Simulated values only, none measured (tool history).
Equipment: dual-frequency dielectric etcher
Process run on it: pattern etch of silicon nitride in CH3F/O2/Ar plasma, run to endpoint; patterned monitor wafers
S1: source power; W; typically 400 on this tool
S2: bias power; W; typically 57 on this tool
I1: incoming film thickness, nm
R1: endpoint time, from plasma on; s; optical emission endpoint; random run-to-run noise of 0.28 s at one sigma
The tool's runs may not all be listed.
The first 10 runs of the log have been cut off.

Run 11, day 12.667: usual settings; I1 26.32. Result: R1 42.8 s.
At day 13.775: bias power generator calibrated.
Run 12, day 13.921: usual settings but S1 450 W; I1 26.29. Result: R1 40.6 s.
Run 13, day 17.858: usual settings but S1 450 W; I1 26.36. Result: R1 40.4 s.
At day 18.329: source power generator calibrated.
Run 14, day 18.908: usual settings but S1 450 W; I1 26.50. Result: R1 41.3 s.
Run 15, day 19.442: usual settings but S1 430 W; I1 26.36. Result: R1 41.8 s.
Run 16, day 20.933: usual settings but S1 430 W; I1 26.04. Result: R1 40.4 s.
Run 17, day 21.929: usual settings; I1 26.23. Result: R1 42.6 s.
Run 18, day 22.942: usual settings; I1 26.57. Result: R1 42.6 s.
Run 19, day 23.483: usual settings but S1 320 W, S2 44 W; I1 26.49. Result: R1 49.5 s.
Run 20, day 24.633: usual settings but S1 350 W, S2 64 W; I1 26.37. Result: R1 43.4 s.
Run 21, day 25.417: usual settings but S1 440 W, S2 46 W; I1 25.95. Result: R1 42.3 s.
Run 22, day 26.371: usual settings but S1 450 W, S2 50 W; I1 26.30. Result: R1 41.6 s.
Run 23, day 27.704: usual settings but S2 63 W; I1 26.25. Result: R1 41.7 s.
Run 24, day 28.958: usual settings but S1 440 W, S2 45 W; I1 26.16. Result: R1 42.6 s.
Run 25, day 30.133: usual settings; I1 26.31. Result: R1 42.5 s.
At day 31.488: wet clean of the chamber.
Run 26, day 31.508: usual settings but S1 370 W, S2 63 W; I1 26.32. Result: R1 43.3 s.
Run 27, day 32.400: usual settings but S1 350 W, S2 70 W; I1 26.00. Result: R1 42.0 s.
Run 28, day 33.067: usual settings but S1 500 W, S2 51 W; I1 26.05. Result: R1 39.0 s.

Forecast run 29:
Run 29, day 33.750: usual settings; I1 26.31. Result: R1 ?.

{"run 29": {"R1": 42.5}}
Take away the tool's hidden state, keep the run-to-run variation as it was, and the same run would have given R1 42.5 s.
